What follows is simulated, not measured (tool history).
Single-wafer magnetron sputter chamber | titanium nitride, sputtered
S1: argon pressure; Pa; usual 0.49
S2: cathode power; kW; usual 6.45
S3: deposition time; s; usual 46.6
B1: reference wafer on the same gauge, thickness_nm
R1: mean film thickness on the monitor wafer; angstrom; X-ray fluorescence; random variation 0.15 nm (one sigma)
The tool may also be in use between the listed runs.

Run 1, hour 0: usual settings; B1 58.653. Result: R1 526.51 angstrom.
Run 2, hour 30.7: usual settings; B1 58.682. Result: R1 524.04 angstrom.
At hour 47.9: sputter target and shields replaced.
Run 3, hour 65.1: usual settings; B1 58.679. Result: R1 536.97 angstrom.
Run 4, hour 79: usual settings; B1 58.691. Result: R1 536.31 angstrom.
At hour 89.9: magnet pack replaced.
Run 5, hour 105.1: usual settings but S1 0.569 Pa; B1 58.661. Result: R1 521.76 angstrom.
At hour 119.5: capacitance manometer re-zeroed and calibrated.
Run 6, hour 120: usual settings but S1 0.569 Pa; B1 58.634. Result: R1 528.27 angstrom.
Run 7, hour 178.3: usual settings but S1 0.569 Pa; B1 58.752. Result: R1 527.35 angstrom.
Run 8, hour 209.7: usual settings; B1 58.712. Result: R1 538.96 angstrom.
Run 9, hour 242.5: usual settings; B1 58.687. Result: R1 533.46 angstrom.
Run 10, hour 271.7: usual settings but S3 50.1 s; B1 58.68. Result: R1 570.62 angstrom.
Run 11, hour 294.3: usual settings; B1 58.695. Result: R1 530.37 angstrom.
Run 12, hour 309.1: usual settings but S1 0.374 Pa, S2 7.2 kW, S3 41.4 s; B1 58.741. Result: R1 527.4 angstrom.
Run 13, hour 344.3: usual settings but S1 0.353 Pa, S2 5.75 kW, S3 55.3 s; B1 58.689. Result: R1 602.01 angstrom.
At hour 353.1: sputter target and shields replaced.
Run 14, hour 378.9: usual settings but S1 0.563 Pa; B1 58.696. Result: R1 533.49 angstrom.
Run 15, hour 476.9: usual settings but S1 0.604 Pa; B1 58.692. Result: R1 519.04 angstrom.
Run 16, hour 504.9: usual settings but S1 0.567 Pa, S2 7.65 kW, S3 51.8 s; B1 58.667. Result: R1 659.52 angstrom.
Run 17, hour 588.8: usual settings but S1 0.587 Pa, S2 5.1 kW, S3 44.1 s; B1 58.66. Result: R1 413.74 angstrom.
At hour 608.5: sputter target and shields replaced.
Run 18, hour 622.8: usual settings but S1 0.432 Pa, S2 5.2 kW, S3 42.7 s; B1 58.692. Result: R1 435.53 angstrom.
Run 19, hour 651.7: usual settings; B1 58.715. Result: R1 542.35 angstrom.
At hour 668: gauge calibrated.
Run 20, hour 685.6: usual settings but S1 0.359 Pa, S2 7.7 kW, S3 55.1 s; B1 58.725. Result: R1 754.88 angstrom.
Run 21, hour 712: usual settings but S1 0.336 Pa, S3 41.1 s; B1 58.719. Result: R1 495.13 angstrom.
Run 22, hour 726.3: usual settings but S2 7.3 kW, S3 52 s; B1 58.671. Result: R1 657.74 angstrom.
Run 23, hour 750.8: usual settings; B1 58.679. Result: R1 535.95 angstrom.
Run 24, hour 768.7: usual settings but S1 0.676 Pa, S2 4.9 kW; B1 58.679. Result: R1 419.18 angstrom.
Run 25, hour 792.5: usual settings but S1 0.614 Pa, S2 5.25 kW, S3 50.9 s; B1 58.681. Result: R1 485.58 angstrom.
Run 26, hour 807.5: usual settings but S2 7.45 kW, S3 49 s; B1 58.652. Result: R1 622.07 angstrom.
Run 27, hour 827.7: usual settings but S1 0.591 Pa, S2 4.95 kW; B1 58.726. Result: R1 427.39 angstrom.
At hour 851: sputter target and shields replaced.
Run 28, hour 857.4: usual settings; B1 58.644. Result: R1 544.46 angstrom.
Run 29, hour 870.4: usual settings but S2 5.15 kW, S3 51.9 s; B1 58.71. Result: R1 518.3 angstrom.
Run 30, hour 903.3: usual settings but S1 0.396 Pa, S2 7.3 kW, S3 55.4 s; B1 58.661. Result: R1 727.68 angstrom.
Run 31, hour 936.7: usual settings; B1 58.745. Result: R1 536.89 angstrom.
Run 32, hour 957.3: usual settings but S1 0.429 Pa, S2 5.45 kW, S3 55.7 s; B1 58.734. Result: R1 581.37 angstrom.
Run 33, hour 988.3: usual settings; B1 58.683. Result: R1 535.85 angstrom.
Run 34, hour 1023.9: usual settings but S1 0.647 Pa, S2 4.85 kW, S3 39 s; B1 58.701. Result: R1 348.34 angstrom.

Forecast each of these 5 alternatives for the next run:
Run A, hour 1024.3: usual settings but S2 7.75 kW; B1 ?. Result: R1 ?.
Run B, hour 1024.3: usual settings but S2 5.8 kW; B1 ?. Result: R1 ?.
Run C, hour 1024.3: usual settings but S1 0.673 Pa, S2 7.25 kW, S3 42.4 s; B1 ?. Result: R1 ?.
Run D, hour 1024.3: usual settings but S3 49.1 s; B1 ?. Result: R1 ?.
Run E, hour 1024.3: usual settings but S1 0.623 Pa, S2 7 kW; B1 ?. Result: R1 ?.

run      B1      R1
  A  58.708  612.41
  B  58.708  494.92
  C  58.708   502.3
  D  58.708  562.73
  E  58.708   545.6
Without the tool's hidden state the same runs would have given:
run      R1
  A   629.1
  B   508.4
  C  516.35
  D  578.07
  E  560.76

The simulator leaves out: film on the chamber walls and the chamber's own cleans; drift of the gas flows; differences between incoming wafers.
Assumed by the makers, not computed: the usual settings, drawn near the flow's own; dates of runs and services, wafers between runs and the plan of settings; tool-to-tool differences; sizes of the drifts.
